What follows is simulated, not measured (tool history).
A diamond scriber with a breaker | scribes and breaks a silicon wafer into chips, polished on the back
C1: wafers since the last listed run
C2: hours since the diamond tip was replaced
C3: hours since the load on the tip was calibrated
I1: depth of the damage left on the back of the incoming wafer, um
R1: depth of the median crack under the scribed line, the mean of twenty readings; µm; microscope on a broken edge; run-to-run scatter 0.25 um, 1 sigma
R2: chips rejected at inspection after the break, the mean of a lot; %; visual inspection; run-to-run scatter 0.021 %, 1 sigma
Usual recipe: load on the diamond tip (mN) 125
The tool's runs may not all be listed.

run 1 hour=0.0 | load_on_the_diamond_tip_(mN)=154 | C1=0 C2=60.8 C3=211.4 | I1=0.05 | R1=15.73 R2=3.71
run 2 hour=46.0 | load_on_the_diamond_tip_(mN)=125 | C1=104 C2=106.8 C3=257.4 | I1=0.05 | R1=12.61 R2=0.39
run 3 hour=75.3 | load_on_the_diamond_tip_(mN)=125 | C1=66 C2=136.1 C3=286.7 | I1=0.02 | R1=13.24 R2=0.41
run 4 hour=134.1 | load_on_the_diamond_tip_(mN)=125 | C1=133 C2=194.9 C3=345.5 | I1=0.03 | R1=13.02 R2=0.35
run 5 hour=174.0 | load_on_the_diamond_tip_(mN)=125 | C1=90 C2=234.8 C3=385.4 | I1=0.02 | R1=13.14 R2=0.37
run 6 hour=234.3 | load_on_the_diamond_tip_(mN)=125 | C1=136 C2=295.1 C3=445.7 | I1=0.05 | R1=12.84 R2=0.44
run 7 hour=285.1 | load_on_the_diamond_tip_(mN)=143 | C1=115 C2=345.9 C3=496.5 | I1=0.03 | R1=15.00 R2=1.74
run 8 hour=320.1 | load_on_the_diamond_tip_(mN)=143 | C1=79 C2=380.9 C3=531.5 | I1=0.03 | R1=14.22 R2=1.41
run 9 hour=389.2 | load_on_the_diamond_tip_(mN)=140 | C1=156 C2=450.0 C3=600.6 | I1=0.01 | R1=14.34 R2=1.03
run 10 hour=417.1 | load_on_the_diamond_tip_(mN)=140 | C1=63 C2=477.9 C3=628.5 | I1=0.02 | R1=14.23 R2=1.04
run 11 hour=468.8 | load_on_the_diamond_tip_(mN)=139 | C1=117 C2=529.6 C3=680.2 | I1=0.01 | R1=14.07 R2=0.96
run 12 hour=530.1 | load_on_the_diamond_tip_(mN)=139 | C1=139 C2=590.9 C3=741.5 | I1=0.01 | R1=13.68 R2=0.86
run 13 hour=560.6 | load_on_the_diamond_tip_(mN)=139 | C1=69 C2=621.4 C3=772.0 | I1=0.03 | R1=13.41 R2=0.67
run 14 hour=623.0 | load_on_the_diamond_tip_(mN)=146 | C1=141 C2=683.8 C3=834.4 | I1=0.04 | R1=14.24 R2=1.30
-- hour=674.0 load on the tip recalibrated
run 15 hour=681.1 | load_on_the_diamond_tip_(mN)=125 | C1=127 C2=741.9 C3=7.1 | I1=0.01 | R1=12.46 R2=0.75
run 16 hour=710.8 | load_on_the_diamond_tip_(mN)=125 | C1=67 C2=771.6 C3=36.8 | I1=0.04 | R1=12.41 R2=0.76
run 17 hour=768.3 | load_on_the_diamond_tip_(mN)=125 | C1=130 C2=829.1 C3=94.3 | I1=0.04 | R1=12.48 R2=0.89
run 18 hour=795.3 | load_on_the_diamond_tip_(mN)=104 | C1=61 C2=856.1 C3=121.3 | I1=0.04 | R1=10.67 R2=6.22
run 19 hour=848.8 | load_on_the_diamond_tip_(mN)=160 | C1=121 C2=909.6 C3=174.8 | I1=0.03 | R1=14.96 R2=2.26
run 20 hour=917.5 | load_on_the_diamond_tip_(mN)=151 | C1=155 C2=978.3 C3=243.5 | I1=0.02 | R1=14.38 R2=1.01
run 21 hour=977.6 | load_on_the_diamond_tip_(mN)=145 | C1=136 C2=1038.4 C3=303.6 | I1=0.02 | R1=13.28 R2=0.45
run 22 hour=1017.0 | load_on_the_diamond_tip_(mN)=125 | C1=89 C2=1077.8 C3=343.0 | I1=0.01 | R1=11.91 R2=1.61
run 23 hour=1061.3 | load_on_the_diamond_tip_(mN)=102 | C1=100 C2=1122.1 C3=387.3 | I1=0.03 | R1=9.73 R2=10.78
run 24 hour=1110.1 | load_on_the_diamond_tip_(mN)=92 | C1=110 C2=1170.9 C3=436.1 | I1=0.04 | R1=8.64 R2=17.64
run 25 hour=1142.9 | load_on_the_diamond_tip_(mN)=93 | C1=74 C2=1203.7 C3=468.9 | I1=0.02 | R1=8.79 R2=17.85
-- hour=1177.9 diamond tip replaced by a new one
run 26 hour=1180.3 | load_on_the_diamond_tip_(mN)=160 | C1=80 C2=2.4 C3=506.3 | I1=0.03 | R1=12.54 R2=0.51
run 27 hour=1222.6 | load_on_the_diamond_tip_(mN)=147 | C1=96 C2=44.7 C3=548.6 | I1=0.04 | R1=11.74 R2=1.93
run 28 hour=1259.7 | load_on_the_diamond_tip_(mN)=140 | C1=84 C2=81.8 C3=585.7 | I1=0.04 | R1=11.47 R2=3.21
run 29 hour=1317.5 | load_on_the_diamond_tip_(mN)=90 | C1=131 C2=139.6 C3=643.5 | I1=0.03 | R1=7.68 R2=33.79
run 30 hour=1479.2 | load_on_the_diamond_tip_(mN)=89 | C1=367 C2=301.3 C3=805.2 | I1=0.03 | R1=7.76 R2=31.52
-- hour=1496.1 load on the tip recalibrated
run 31 hour=1620.5 | load_on_the_diamond_tip_(mN)=153 | C1=316 C2=442.6 C3=124.4 | I1=0.04 | R1=12.02 R2=1.49
run 32 hour=1670.2 | load_on_the_diamond_tip_(mN)=155 | C1=112 C2=492.3 C3=174.1 | I1=0.03 | R1=11.76 R2=1.62
-- hour=1695.1 diamond tip replaced by a new one, repeated, since the last time left the tool worse
run 33 hour=1721.5 | load_on_the_diamond_tip_(mN)=88 | C1=111 C2=26.4 C3=225.4 | I1=0.02 | R1=9.82 R2=12.38
run 34 hour=1755.6 | load_on_the_diamond_tip_(mN)=105 | C1=77 C2=60.5 C3=259.5 | I1=0.03 | R1=11.39 R2=3.36
run 35 hour=1808.0 | load_on_the_diamond_tip_(mN)=125 | C1=118 C2=112.9 C3=311.9 | I1=0.02 | R1=12.93 R2=0.37
run 36 hour=1861.4 | load_on_the_diamond_tip_(mN)=109 | C1=121 C2=166.3 C3=365.3 | I1=0.04 | R1=11.72 R2=2.14
run 37 hour=1912.9 | load_on_the_diamond_tip_(mN)=158 | C1=116 C2=217.8 C3=416.8 | I1=0.02 | R1=15.82 R2=4.53
run 38 hour=1943.4 | load_on_the_diamond_tip_(mN)=94 | C1=69 C2=248.3 C3=447.3 | I1=0.04 | R1=10.43 R2=7.75
run 39 hour=2011.7 | load_on_the_diamond_tip_(mN)=115 | C1=155 C2=316.6 C3=515.6 | I1=0.03 | R1=12.20 R2=1.18
run 40 hour=2046.4 | load_on_the_diamond_tip_(mN)=161 | C1=78 C2=351.3 C3=550.3 | I1=0.04 | R1=16.18 R2=5.06
run 41 hour=2114.3 | load_on_the_diamond_tip_(mN)=125 | C1=154 C2=419.2 C3=618.2 | I1=0.01 | R1=12.83 R2=0.42

Below are 4 alternative next runs, each starting from the tool's condition after run 41. Predict each:
run A hour=2114.8 | load_on_the_diamond_tip_(mN)=111 | C1=1 C2=419.7 C3=618.7 | I1=0.03 | R1=? R2=?
run B hour=2114.8 | load_on_the_diamond_tip_(mN)=101 | C1=1 C2=419.7 C3=618.7 | I1=0.03 | R1=? R2=?
run C hour=2114.8 | load_on_the_diamond_tip_(mN)=156 | C1=1 C2=419.7 C3=618.7 | I1=0.03 | R1=? R2=?
run D hour=2114.8 | load_on_the_diamond_tip_(mN)=110 | C1=1 C2=419.7 C3=618.7 | I1=0.03 | R1=? R2=?

run=A R1=11.64 R2=2.27
run=B R1=10.74 R2=5.73
run=C R1=15.31 R2=4.17
run=D R1=11.55 R2=2.53
What these runs would have given with no unlogged condition in the tool:
run=A R1=11.81 R2=1.82
run=B R1=10.90 R2=4.96
run=C R1=15.54 R2=4.88
run=D R1=11.72 R2=2.05
